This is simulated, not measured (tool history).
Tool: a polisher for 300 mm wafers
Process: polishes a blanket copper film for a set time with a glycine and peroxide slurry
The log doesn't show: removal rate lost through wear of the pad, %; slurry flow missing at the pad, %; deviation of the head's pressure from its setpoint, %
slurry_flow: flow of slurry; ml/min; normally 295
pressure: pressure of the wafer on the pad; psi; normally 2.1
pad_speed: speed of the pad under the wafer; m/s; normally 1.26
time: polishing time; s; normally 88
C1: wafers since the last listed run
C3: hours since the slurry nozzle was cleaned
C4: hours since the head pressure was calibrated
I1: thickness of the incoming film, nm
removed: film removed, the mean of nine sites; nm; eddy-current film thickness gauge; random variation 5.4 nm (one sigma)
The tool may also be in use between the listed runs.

{"run": 1, "hour": 0.0, "slurry_flow": 295, "pressure": 2.1, "pad_speed": 1.26, "time": 80, "C1": 0, "wafers polished on this pad": 696, "C3": 209.8, "C4": 690.8, "I1": 1816.3, "removed": 356.5}
{"run": 2, "hour": 30.8, "slurry_flow": 295, "pressure": 2.1, "pad_speed": 1.26, "time": 80, "C1": 361, "wafers polished on this pad": 1057, "C3": 240.6, "C4": 721.6, "I1": 1832.6, "removed": 348.2}
{"run": 3, "hour": 48.9, "slurry_flow": 295, "pressure": 2.1, "pad_speed": 1.26, "time": 88, "C1": 212, "wafers polished on this pad": 1269, "C3": 258.7, "C4": 739.7, "I1": 1784.2, "removed": 381.4}
{"hour": 76.9, "done": "slurry nozzle cleaned"}
{"run": 4, "hour": 78.2, "slurry_flow": 295, "pressure": 2.1, "pad_speed": 1.26, "time": 88, "C1": 331, "wafers polished on this pad": 1601, "C3": 1.3, "C4": 769.0, "I1": 1831.8, "removed": 370.1}
{"hour": 97.5, "done": "worn pad replaced by a new one"}
{"run": 5, "hour": 103.8, "slurry_flow": 295, "pressure": 2.1, "pad_speed": 1.26, "time": 88, "C1": 253, "wafers polished on this pad": 73, "C3": 26.9, "C4": 794.6, "I1": 1855.9, "removed": 411.5}
{"run": 6, "hour": 122.3, "slurry_flow": 295, "pressure": 2.1, "pad_speed": 1.26, "time": 88, "C1": 216, "wafers polished on this pad": 290, "C3": 45.4, "C4": 813.1, "I1": 1821.7, "removed": 395.6}
{"run": 7, "hour": 147.0, "slurry_flow": 295, "pressure": 1.6, "pad_speed": 1.26, "time": 88, "C1": 289, "wafers polished on this pad": 579, "C3": 70.1, "C4": 837.8, "I1": 1828.3, "removed": 308.8}
{"run": 8, "hour": 161.7, "slurry_flow": 295, "pressure": 2.1, "pad_speed": 1.26, "time": 102, "C1": 172, "wafers polished on this pad": 752, "C3": 84.8, "C4": 852.5, "I1": 1838.2, "removed": 439.4}
{"run": 9, "hour": 193.9, "slurry_flow": 295, "pressure": 2.1, "pad_speed": 1.26, "time": 102, "C1": 377, "wafers polished on this pad": 1129, "C3": 117.0, "C4": 884.7, "I1": 1814.1, "removed": 432.8}
{"run": 10, "hour": 209.1, "slurry_flow": 295, "pressure": 2.1, "pad_speed": 1.26, "time": 88, "C1": 178, "wafers polished on this pad": 1307, "C3": 132.2, "C4": 899.9, "I1": 1821.6, "removed": 370.5}
{"run": 11, "hour": 240.2, "slurry_flow": 295, "pressure": 2.1, "pad_speed": 1.26, "time": 88, "C1": 364, "wafers polished on this pad": 1672, "C3": 163.3, "C4": 931.0, "I1": 1777.9, "removed": 365.9}
{"hour": 244.7, "done": "worn pad replaced by a new one"}
{"run": 12, "hour": 269.5, "slurry_flow": 295, "pressure": 2.1, "pad_speed": 1.26, "time": 88, "C1": 296, "wafers polished on this pad": 290, "C3": 192.6, "C4": 960.3, "I1": 1813.0, "removed": 398.4}
{"run": 13, "hour": 282.1, "slurry_flow": 295, "pressure": 2.1, "pad_speed": 1.26, "time": 88, "C1": 147, "wafers polished on this pad": 438, "C3": 205.2, "C4": 972.9, "I1": 1826.8, "removed": 397.2}
{"run": 14, "hour": 297.7, "slurry_flow": 345, "pressure": 1.9, "pad_speed": 1.26, "time": 88, "C1": 182, "wafers polished on this pad": 621, "C3": 220.8, "C4": 988.5, "I1": 1812.9, "removed": 366.8}
{"hour": 323.4, "done": "slurry nozzle cleaned"}
{"run": 15, "hour": 323.9, "slurry_flow": 345, "pressure": 1.9, "pad_speed": 1.26, "time": 88, "C1": 295, "wafers polished on this pad": 916, "C3": 0.5, "C4": 1014.7, "I1": 1799.2, "removed": 364.6}
{"run": 16, "hour": 351.7, "slurry_flow": 345, "pressure": 1.9, "pad_speed": 1.26, "time": 88, "C1": 325, "wafers polished on this pad": 1242, "C3": 28.3, "C4": 1042.5, "I1": 1828.9, "removed": 347.5}
{"run": 17, "hour": 386.1, "slurry_flow": 295, "pressure": 2.1, "pad_speed": 1.26, "time": 115, "C1": 403, "wafers polished on this pad": 1645, "C3": 62.7, "C4": 1076.9, "I1": 1803.5, "removed": 497.7}
{"hour": 404.8, "done": "worn pad replaced by a new one"}
{"run": 18, "hour": 405.3, "slurry_flow": 295, "pressure": 2.6, "pad_speed": 1.26, "time": 88, "C1": 178, "wafers polished on this pad": 6, "C3": 81.9, "C4": 1096.1, "I1": 1806.6, "removed": 497.2}
{"run": 19, "hour": 439.2, "slurry_flow": 295, "pressure": 2.1, "pad_speed": 1.26, "time": 88, "C1": 397, "wafers polished on this pad": 403, "C3": 115.8, "C4": 1130.0, "I1": 1824.8, "removed": 399.1}
{"run": 20, "hour": 452.8, "slurry_flow": 295, "pressure": 2.6, "pad_speed": 1.62, "time": 88, "C1": 159, "wafers polished on this pad": 563, "C3": 129.4, "C4": 1143.6, "I1": 1822.4, "removed": 577.5}
{"run": 21, "hour": 488.6, "slurry_flow": 295, "pressure": 2.6, "pad_speed": 1.26, "time": 88, "C1": 419, "wafers polished on this pad": 982, "C3": 165.2, "C4": 1179.4, "I1": 1821.0, "removed": 455.1}
{"hour": 510.8, "done": "head pressure recalibrated"}
{"run": 22, "hour": 515.2, "slurry_flow": 295, "pressure": 2.1, "pad_speed": 1.26, "time": 88, "C1": 288, "wafers polished on this pad": 1271, "C3": 191.8, "C4": 4.4, "I1": 1840.2, "removed": 376.2}
{"run": 23, "hour": 535.9, "slurry_flow": 295, "pressure": 2.1, "pad_speed": 1.26, "time": 88, "C1": 242, "wafers polished on this pad": 1513, "C3": 212.5, "C4": 25.1, "I1": 1820.3, "removed": 375.7}
{"hour": 557.2, "done": "worn pad replaced by a new one"}
{"run": 24, "hour": 571.6, "slurry_flow": 295, "pressure": 2.1, "pad_speed": 1.26, "time": 88, "C1": 371, "wafers polished on this pad": 168, "C3": 248.2, "C4": 60.8, "I1": 1804.3, "removed": 412.1}
{"hour": 585.2, "done": "slurry nozzle cleaned"}
{"run": 25, "hour": 602.7, "slurry_flow": 255, "pressure": 2.5, "pad_speed": 1.14, "time": 71, "C1": 352, "wafers polished on this pad": 521, "C3": 17.5, "C4": 91.9, "I1": 1851.6, "removed": 334.1}
{"run": 26, "hour": 619.9, "slurry_flow": 295, "pressure": 2.7, "pad_speed": 1.46, "time": 88, "C1": 201, "wafers polished on this pad": 722, "C3": 34.7, "C4": 109.1, "I1": 1804.1, "removed": 537.7}
{"run": 27, "hour": 695.1, "slurry_flow": 295, "pressure": 1.8, "pad_speed": 1.26, "time": 118, "C1": 881, "wafers polished on this pad": 1604, "C3": 109.9, "C4": 184.3, "I1": 1833.0, "removed": 452.2}

Expected results for the next run?
{"hour": 703.0, "done": "worn pad replaced by a new one"}
{"run": 28, "hour": 723.6, "slurry_flow": 295, "pressure": 2.1, "pad_speed": 1.64, "time": 88, "C1": 287, "wafers polished on this pad": 241, "C3": 138.4, "C4": 212.8, "I1": 1832.5, "removed": "?"}

Run 28 gave removed 519.4 nm.
If the tool had no hidden condition, the same run with the same run-to-run variation would have returned removed 544.0 nm.

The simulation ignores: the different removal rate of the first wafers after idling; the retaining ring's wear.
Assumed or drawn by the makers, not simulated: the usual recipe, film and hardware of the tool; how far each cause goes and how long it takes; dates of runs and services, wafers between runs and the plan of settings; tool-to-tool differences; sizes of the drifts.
